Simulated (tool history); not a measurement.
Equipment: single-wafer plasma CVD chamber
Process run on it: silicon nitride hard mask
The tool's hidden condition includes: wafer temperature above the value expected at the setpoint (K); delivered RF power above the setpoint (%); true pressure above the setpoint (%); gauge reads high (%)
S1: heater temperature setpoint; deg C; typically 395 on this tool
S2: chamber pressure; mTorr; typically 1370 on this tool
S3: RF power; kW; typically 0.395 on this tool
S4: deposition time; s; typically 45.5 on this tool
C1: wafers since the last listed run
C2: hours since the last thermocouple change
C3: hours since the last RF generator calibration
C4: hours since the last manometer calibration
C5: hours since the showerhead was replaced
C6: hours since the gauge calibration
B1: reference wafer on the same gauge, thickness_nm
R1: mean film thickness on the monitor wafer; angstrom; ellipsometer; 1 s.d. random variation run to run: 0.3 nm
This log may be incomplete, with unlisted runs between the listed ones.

run	hour	S1	S2	S3	S4	C1	C2	C3	C4	C5	C6	B1	R1
1	0	395	1370	0.395	45.5	0	374.6	118.5	959	4810.9	272.4	60.827	556.1
2	43.1	395	1370	0.395	45.5	879	417.7	161.6	1002.1	4854	315.5	60.808	550.6
3	80.2	395	1370	0.395	45.5	757	454.8	198.7	1039.2	4891.1	352.6	60.786	556.2
4	140.2	395	1370	0.335	45.5	1224	514.8	258.7	1099.2	4951.1	412.6	60.796	501.93
5	210.4	390	1370	0.395	45.5	1433	585	328.9	1169.4	5021.3	482.8	60.802	546.36
6	237.7	389	1370	0.395	45.5	557	612.3	356.2	1196.7	5048.6	510.1	60.838	546.51
7	263.3	389	1370	0.395	45.5	522	637.9	381.8	1222.3	5074.2	535.7	60.738	547.75
8	288.9	395	1370	0.35	45.5	522	663.5	407.4	1247.9	5099.8	561.3	60.819	506.77
9	345.3	395	1370	0.35	45.5	1151	719.9	463.8	1304.3	5156.2	617.7	60.759	499.92
10	371	395	1370	0.35	45.5	524	745.6	489.5	1330	5181.9	643.4	60.832	503.4
# hour 416.2: gauge calibrated
11	430.4	395	1370	0.395	45.5	1212	805	548.9	1389.4	5241.3	14.2	60.792	543.2
12	485.3	395	1370	0.395	45.5	1120	859.9	603.8	1444.3	5296.2	69.1	60.84	540.12
13	554.4	385	1370	0.37	45.5	1410	929	672.9	1513.4	5365.3	138.2	60.85	519.78
14	621.5	395	1370	0.395	45.5	1369	996.1	740	1580.5	5432.4	205.3	60.784	535.77
15	679.6	382	1370	0.395	51.8	1186	1054.2	798.1	1638.6	5490.5	263.4	60.763	612.99
16	719.2	400	1370	0.35	53.6	808	1093.8	837.7	1678.2	5530.1	303	60.782	585.27
# hour 756.2: thermocouple changed; heater temperature recalibrated
17	785.1	395	1370	0.395	36.8	1182	28.9	903.6	1744.1	5596	368.9	60.833	430.14
# hour 797.6: showerhead replaced
18	819.4	401	1180	0.355	48.4	536	63.2	937.9	1778.4	21.8	403.2	60.842	507.77
# hour 829.7: RF generator calibrated
# hour 847.1: capacitance manometer re-zeroed and calibrated
19	862.1	395	1370	0.395	45.5	545	105.9	32.4	15	64.5	445.9	60.788	560.39
20	917.9	395	1540	0.32	45.5	1139	161.7	88.2	70.8	120.3	501.7	60.743	506.76
# hour 949.2: gauge calibrated
21	989.8	395	1370	0.395	45.5	1467	233.6	160.1	142.7	192.2	40.6	60.767	553.76
22	1037.7	395	1370	0.37	48.2	977	281.5	208	190.6	240.1	88.5	60.721	563.26
23	1088.8	404	1530	0.335	40	1043	332.6	259.1	241.7	291.2	139.6	60.793	446.17
24	1148.7	395	1370	0.395	45.5	1222	392.5	319	301.6	351.1	199.5	60.78	546.87

Selected run-to-run steps in R1, each split into two signed amounts: the part the tool would show with no hidden state at all (from settings, incoming material and random variation), and the remainder, which goes to the hidden state together with any gauge scatter not common to the measured and the hidden-state-free results:
Run 16 -> 17: S1 400 -> 395, S3 0.35 -> 0.395, S4 53.6 -> 36.8, thermocouple changed; heater temperature recalibrated. R1 -155.13 angstrom: hidden state +5.25, all else -160.38.
Run 18 -> 19: S1 401 -> 395, S2 1180 -> 1370, S3 0.355 -> 0.395, S4 48.4 -> 45.5, RF generator calibrated, capacitance manometer re-zeroed and calibrated. R1 +52.62 angstrom: hidden state +22.06, all else +30.56.
Run 22 -> 23: S1 395 -> 404, S2 1370 -> 1530, S3 0.37 -> 0.335, S4 48.2 -> 40. R1 -117.09 angstrom: hidden state +0.21, all else -117.3.
